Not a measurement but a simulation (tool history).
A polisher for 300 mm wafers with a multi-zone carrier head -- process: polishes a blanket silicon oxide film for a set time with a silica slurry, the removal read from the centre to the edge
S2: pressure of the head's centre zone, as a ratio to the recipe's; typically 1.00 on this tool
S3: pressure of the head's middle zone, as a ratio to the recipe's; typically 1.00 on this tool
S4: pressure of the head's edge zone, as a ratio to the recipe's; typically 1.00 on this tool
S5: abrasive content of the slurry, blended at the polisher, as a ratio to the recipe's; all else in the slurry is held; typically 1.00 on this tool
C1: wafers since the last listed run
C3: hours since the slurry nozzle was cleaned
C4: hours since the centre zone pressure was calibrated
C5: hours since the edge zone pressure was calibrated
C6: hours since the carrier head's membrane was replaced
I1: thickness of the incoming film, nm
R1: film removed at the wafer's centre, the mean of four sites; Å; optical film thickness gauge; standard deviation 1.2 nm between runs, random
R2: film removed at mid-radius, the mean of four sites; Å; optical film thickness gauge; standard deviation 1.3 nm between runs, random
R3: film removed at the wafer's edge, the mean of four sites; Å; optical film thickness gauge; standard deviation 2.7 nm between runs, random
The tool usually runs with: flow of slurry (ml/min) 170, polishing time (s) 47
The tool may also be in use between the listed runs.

run 1 hour=0.0 | flow_of_slurry_(ml/min)=110 S2=1.00 S3=1.00 S4=1.00 S5=1.00 polishing_time_(s)=47 | C1=0 wafers_polished_on_this_pad=4304 C3=180.6 C4=404.9 C5=288.1 C6=621.5 | I1=1595.1 | R1=1707 R2=1766 R3=1803
-- hour=14.1 worn pad replaced by a new one, of another model than before
run 2 hour=52.9 | flow_of_slurry_(ml/min)=170 S2=1.00 S3=1.06 S4=1.00 S5=1.00 polishing_time_(s)=60 | C1=527 wafers_polished_on_this_pad=418 C3=233.5 C4=457.8 C5=341.0 C6=674.4 | I1=1570.9 | R1=2342 R2=2521 R3=2410
run 3 hour=108.8 | flow_of_slurry_(ml/min)=170 S2=1.00 S3=1.00 S4=1.00 S5=1.00 polishing_time_(s)=47 | C1=603 wafers_polished_on_this_pad=1022 C3=289.4 C4=513.7 C5=396.9 C6=730.3 | I1=1580.8 | R1=1830 R2=1857 R3=1895
-- hour=155.3 carrier head's membrane replaced by a new one
run 4 hour=172.4 | flow_of_slurry_(ml/min)=140 S2=1.07 S3=1.00 S4=1.00 S5=1.25 polishing_time_(s)=34 | C1=632 wafers_polished_on_this_pad=1654 C3=353.0 C4=577.3 C5=460.5 C6=17.1 | I1=1580.3 | R1=1476 R2=1426 R3=1499
run 5 hour=209.7 | flow_of_slurry_(ml/min)=190 S2=0.93 S3=1.00 S4=1.00 S5=1.00 polishing_time_(s)=47 | C1=402 wafers_polished_on_this_pad=2057 C3=390.3 C4=614.6 C5=497.8 C6=54.4 | I1=1586.2 | R1=1707 R2=1868 R3=1914
run 6 hour=275.8 | flow_of_slurry_(ml/min)=170 S2=1.00 S3=0.91 S4=1.00 S5=1.00 polishing_time_(s)=47 | C1=713 wafers_polished_on_this_pad=2770 C3=456.4 C4=680.7 C5=563.9 C6=120.5 | I1=1596.4 | R1=1725 R2=1637 R3=1771
-- hour=296.6 slurry nozzle cleaned
run 7 hour=327.4 | flow_of_slurry_(ml/min)=170 S2=0.96 S3=1.00 S4=1.00 S5=1.00 polishing_time_(s)=47 | C1=546 wafers_polished_on_this_pad=3316 C3=30.8 C4=732.3 C5=615.5 C6=172.1 | I1=1593.7 | R1=1846 R2=1954 R3=1956
run 8 hour=367.7 | flow_of_slurry_(ml/min)=170 S2=1.00 S3=1.00 S4=1.00 S5=1.00 polishing_time_(s)=47 | C1=434 wafers_polished_on_this_pad=3751 C3=71.1 C4=772.6 C5=655.8 C6=212.4 | I1=1592.8 | R1=1902 R2=1942 R3=1953
run 9 hour=420.8 | flow_of_slurry_(ml/min)=150 S2=1.00 S3=1.00 S4=1.11 S5=1.00 polishing_time_(s)=47 | C1=573 wafers_polished_on_this_pad=4324 C3=124.2 C4=825.7 C5=708.9 C6=265.5 | I1=1580.9 | R1=1818 R2=1845 R3=1989
-- hour=426.1 worn pad replaced by a new one
run 10 hour=467.9 | flow_of_slurry_(ml/min)=170 S2=1.00 S3=1.00 S4=1.00 S5=1.00 polishing_time_(s)=36 | C1=465 wafers_polished_on_this_pad=450 C3=171.3 C4=872.8 C5=756.0 C6=312.6 | I1=1596.4 | R1=1441 R2=1437 R3=1460
run 11 hour=501.4 | flow_of_slurry_(ml/min)=170 S2=1.00 S3=1.00 S4=1.00 S5=1.10 polishing_time_(s)=38 | C1=361 wafers_polished_on_this_pad=812 C3=204.8 C4=906.3 C5=789.5 C6=346.1 | I1=1585.7 | R1=1603 R2=1613 R3=1655
run 12 hour=536.1 | flow_of_slurry_(ml/min)=135 S2=1.00 S3=1.00 S4=1.09 S5=1.00 polishing_time_(s)=47 | C1=374 wafers_polished_on_this_pad=1186 C3=239.5 C4=941.0 C5=824.2 C6=380.8 | I1=1557.3 | R1=1705 R2=1738 R3=1827
run 13 hour=578.8 | flow_of_slurry_(ml/min)=170 S2=1.00 S3=1.00 S4=1.00 S5=1.00 polishing_time_(s)=47 | C1=460 wafers_polished_on_this_pad=1647 C3=282.2 C4=983.7 C5=866.9 C6=423.5 | I1=1563.8 | R1=1804 R2=1840 R3=1855
run 14 hour=632.3 | flow_of_slurry_(ml/min)=170 S2=1.00 S3=1.00 S4=0.94 S5=1.30 polishing_time_(s)=35 | C1=577 wafers_polished_on_this_pad=2224 C3=335.7 C4=1037.2 C5=920.4 C6=477.0 | I1=1554.8 | R1=1574 R2=1608 R3=1540
run 15 hour=659.6 | flow_of_slurry_(ml/min)=170 S2=1.00 S3=1.00 S4=1.00 S5=1.00 polishing_time_(s)=36 | C1=294 wafers_polished_on_this_pad=2519 C3=363.0 C4=1064.5 C5=947.7 C6=504.3 | I1=1553.7 | R1=1347 R2=1396 R3=1416
run 16 hour=730.0 | flow_of_slurry_(ml/min)=150 S2=1.00 S3=1.00 S4=1.00 S5=1.00 polishing_time_(s)=41 | C1=759 wafers_polished_on_this_pad=3279 C3=433.4 C4=1134.9 C5=1018.1 C6=574.7 | I1=1595.2 | R1=1443 R2=1494 R3=1544
run 17 hour=758.3 | flow_of_slurry_(ml/min)=170 S2=1.00 S3=1.00 S4=1.06 S5=1.00 polishing_time_(s)=47 | C1=305 wafers_polished_on_this_pad=3584 C3=461.7 C4=1163.2 C5=1046.4 C6=603.0 | I1=1599.1 | R1=1716 R2=1748 R3=1865
-- hour=792.5 centre zone pressure recalibrated
-- hour=801.1 slurry nozzle cleaned
run 18 hour=826.1 | flow_of_slurry_(ml/min)=170 S2=1.00 S3=1.00 S4=1.00 S5=1.15 polishing_time_(s)=47 | C1=699 wafers_polished_on_this_pad=4283 C3=25.0 C4=33.6 C5=1114.2 C6=670.8 | I1=1579.9 | R1=2094 R2=2121 R3=2098
run 19 hour=866.0 | flow_of_slurry_(ml/min)=170 S2=1.00 S3=1.00 S4=1.00 S5=1.00 polishing_time_(s)=47 | C1=430 wafers_polished_on_this_pad=4714 C3=64.9 C4=73.5 C5=1154.1 C6=710.7 | I1=1569.6 | R1=1884 R2=1921 R3=1930
-- hour=872.9 worn pad replaced by a new one
-- hour=892.9 edge zone pressure recalibrated
run 20 hour=897.9 | flow_of_slurry_(ml/min)=170 S2=1.00 S3=1.00 S4=1.00 S5=0.90 polishing_time_(s)=47 | C1=279 wafers_polished_on_this_pad=248 C3=96.8 C4=105.4 C5=5.0 C6=742.6 | I1=1596.0 | R1=1725 R2=1765 R3=1786
run 21 hour=937.8 | flow_of_slurry_(ml/min)=170 S2=1.00 S3=1.11 S4=1.00 S5=1.00 polishing_time_(s)=53 | C1=430 wafers_polished_on_this_pad=679 C3=136.7 C4=145.3 C5=44.9 C6=782.5 | I1=1559.7 | R1=2094 R2=2329 R3=2153

4 options for the next run, each taken on its own from the tool as it stands now. Forecast them:
run A hour=938.2 | flow_of_slurry_(ml/min)=170 S2=1.00 S3=1.00 S4=1.00 S5=0.80 polishing_time_(s)=47 | C1=4 wafers_polished_on_this_pad=683 C3=137.1 C4=145.7 C5=45.3 C6=782.9 | I1=1579.3 | R1=? R2=? R3=?
run B hour=938.2 | flow_of_slurry_(ml/min)=170 S2=1.00 S3=1.00 S4=1.05 S5=1.00 polishing_time_(s)=47 | C1=4 wafers_polished_on_this_pad=683 C3=137.1 C4=145.7 C5=45.3 C6=782.9 | I1=1579.3 | R1=? R2=? R3=?
run C hour=938.2 | flow_of_slurry_(ml/min)=115 S2=1.05 S3=1.00 S4=1.00 S5=1.25 polishing_time_(s)=34 | C1=4 wafers_polished_on_this_pad=683 C3=137.1 C4=145.7 C5=45.3 C6=782.9 | I1=1579.3 | R1=? R2=? R3=?
run D hour=938.2 | flow_of_slurry_(ml/min)=170 S2=1.00 S3=1.00 S4=0.93 S5=1.00 polishing_time_(s)=47 | C1=4 wafers_polished_on_this_pad=683 C3=137.1 C4=145.7 C5=45.3 C6=782.9 | I1=1579.3 | R1=? R2=? R3=?

run=A R1=1514 R2=1514 R3=1506
run=B R1=1869 R2=1868 R3=1903
run=C R1=1420 R2=1376 R3=1426
run=D R1=1869 R2=1868 R3=1796
Stripped of hidden state, with their random variation kept, the same runs would have yielded:
run=A R1=1580 R2=1572 R3=1547
run=B R1=1950 R2=1940 R3=1956
run=C R1=1522 R2=1461 R3=1484
run=D R1=1950 R2=1940 R3=1845

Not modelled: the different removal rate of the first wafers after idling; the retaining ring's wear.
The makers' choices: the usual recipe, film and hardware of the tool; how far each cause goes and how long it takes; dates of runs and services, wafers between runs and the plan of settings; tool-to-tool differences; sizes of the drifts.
